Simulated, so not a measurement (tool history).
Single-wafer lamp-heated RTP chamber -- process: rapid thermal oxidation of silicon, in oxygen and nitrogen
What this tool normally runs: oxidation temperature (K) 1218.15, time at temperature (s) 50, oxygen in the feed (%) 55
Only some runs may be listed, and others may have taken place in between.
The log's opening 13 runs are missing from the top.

| run | hour | oxidation temperature (K) | time at temperature (s) | oxygen in the feed (%) | read-back reference wafer on the same gauge, thickness | oxide thickness on the monitor wafer (nm) |
|---|---|---|---|---|---|---|
| 14 | 167.7 | 1188.15 | 50 | 64 | 3.626 | 2.727 |
| 15 | 183.5 | 1218.15 | 62 | 55 | 3.628 | 3.31 |
| 16 | 199.4 | 1234.15 | 74 | 31 | 3.628 | 3.34 |
| 17 | 209.8 | 1218.15 | 50 | 78 | 3.63 | 3.364 |
| 18 | 223.4 | 1218.15 | 27 | 55 | 3.628 | 2.585 |
| 19 | 240.2 | 1218.15 | 50 | 68 | 3.63 | 3.254 |
| 20 | 249.1 | 1197.15 | 73 | 35 | 3.628 | 2.823 |
| 21 | 258.7 | 1218.15 | 26 | 82 | 3.628 | 2.747 |
| 22 | 269.8 | 1218.15 | 50 | 55 | 3.628 | 3.082 |
| 23 | 285.3 | 1218.15 | 50 | 55 | 3.627 | 3.087 |
| 24 | 292 | 1247.15 | 43 | 41 | 3.628 | 3.219 |
| 25 | 299.2 | 1218.15 | 70 | 55 | 3.629 | 3.464 |
| 26 | 315.4 | 1204.15 | 34 | 39 | 3.634 | 2.44 |
| 27 | 331.3 | 1198.15 | 62 | 40 | 3.632 | 2.791 |
| 28 | 341.8 | 1218.15 | 26 | 45 | 3.629 | 2.467 |
| 29 | 351.7 | 1246.15 | 69 | 72 | 3.632 | 4.554 |
| 30 | 361 | 1218.15 | 43 | 55 | 3.631 | 2.931 |
| 31 | 377.5 | 1218.15 | 50 | 55 | 3.629 | 3.09 |
| 32 | 391 | 1247.15 | 43 | 41 | 3.631 | 3.21 |
| 33 | 400.2 | 1218.15 | 50 | 55 | 3.63 | 3.09 |
| 34 | 409.4 | 1218.15 | 50 | 55 | 3.629 | 3.082 |
| 35 | 420.1 | 1243.15 | 50 | 81 | 3.63 | 4.034 |
| 36 | 431.4 | 1200.15 | 62 | 78 | 3.631 | 3.262 |
| 37 | 445.4 | 1218.15 | 33 | 55 | 3.634 | 2.729 |

Alternative continuations, all from the tool just after run 37; predict every row:
| A | 445.8 | 1218.15 | 50 | 55 | ? | ? |
| B | 445.8 | 1191.15 | 50 | 43 | ? | ? |
| C | 445.8 | 1192.15 | 40 | 78 | ? | ? |
| D | 445.8 | 1231.15 | 63 | 30 | ? | ? |
| E | 445.8 | 1247.15 | 50 | 45 | ? | ? |

| run | read-back reference wafer on the same gauge, thickness | oxide thickness on the monitor wafer (nm) |
|---|---|---|
| A | 3.632 | 3.102 |
| B | 3.632 | 2.605 |
| C | 3.632 | 2.734 |
| D | 3.632 | 3.112 |
| E | 3.632 | 3.492 |
What these runs would have given with no unlogged condition in the tool:
| run | oxide thickness on the monitor wafer (nm) |
|---|---|
| A | 3.045 |
| B | 2.573 |
| C | 2.692 |
| D | 3.059 |
| E | 3.421 |
